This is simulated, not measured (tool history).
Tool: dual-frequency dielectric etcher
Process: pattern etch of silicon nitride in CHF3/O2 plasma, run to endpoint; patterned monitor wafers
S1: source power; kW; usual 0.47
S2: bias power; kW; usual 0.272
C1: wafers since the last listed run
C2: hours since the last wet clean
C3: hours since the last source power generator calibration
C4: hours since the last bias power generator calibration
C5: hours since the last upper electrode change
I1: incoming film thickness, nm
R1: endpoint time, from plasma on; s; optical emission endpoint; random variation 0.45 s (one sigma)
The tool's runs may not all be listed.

run   hour    S1     S2    C1     C2      C3      C4      C5     I1    R1
  1      0  0.47  0.272     0  198.6  1924.2    3941    4318  107.9  65.6
  2   97.9  0.47  0.233  1090  296.5  2022.1  4038.9  4415.9  108.3  70.2
  3  131.1  0.47  0.233   369  329.7  2055.3  4072.1  4449.1  108.9  69.2
  4  163.2  0.47  0.233   357  361.8  2087.4  4104.2  4481.2  109.2  69.9
     175.9  -- source power generator calibrated
  5  186.9  0.47  0.272   219  385.5      11  4127.9  4504.9    108  66.4
  6  199.5  0.47  0.272   140  398.1    23.6  4140.5  4517.5  109.4  67.1
  7  232.1  0.47  0.272   362  430.7    56.2  4173.1  4550.1  107.9  66.3
     262.4  -- wet clean of the chamber
     279.9  -- upper electrode replaced
  8  280.4  0.38  0.253    75     18   104.5  4221.4     0.5  109.3  77.5
  9  280.7  0.47  0.326     3   18.3   104.8  4221.7     0.8    110    64
 10  283.8  0.51  0.238    34   21.4   107.9  4224.8     3.9  108.6  66.1
 11  299.7  0.47  0.272   177   37.3   123.8  4240.7    19.8  108.9  66.6
     306.2  -- bias power generator calibrated
 12  374.9  0.58  0.327   792  112.5     199    68.7      95  109.1  56.5
 13  399.2  0.47  0.272   270  136.8   223.3      93   119.3  110.1  67.3
 14  425.5  0.38  0.312   292  163.1   249.6   119.3   145.6  107.5  72.1
 15  460.1  0.53  0.318   385  197.7   284.2   153.9   180.2    109  59.8

What the log doesn't show, run by run:
etch rate over this chamber's usual, %: 0 in every run
source power that arrives over what is set, %: 0 in every run
bias power that arrives over what is set, %: 0 in every run
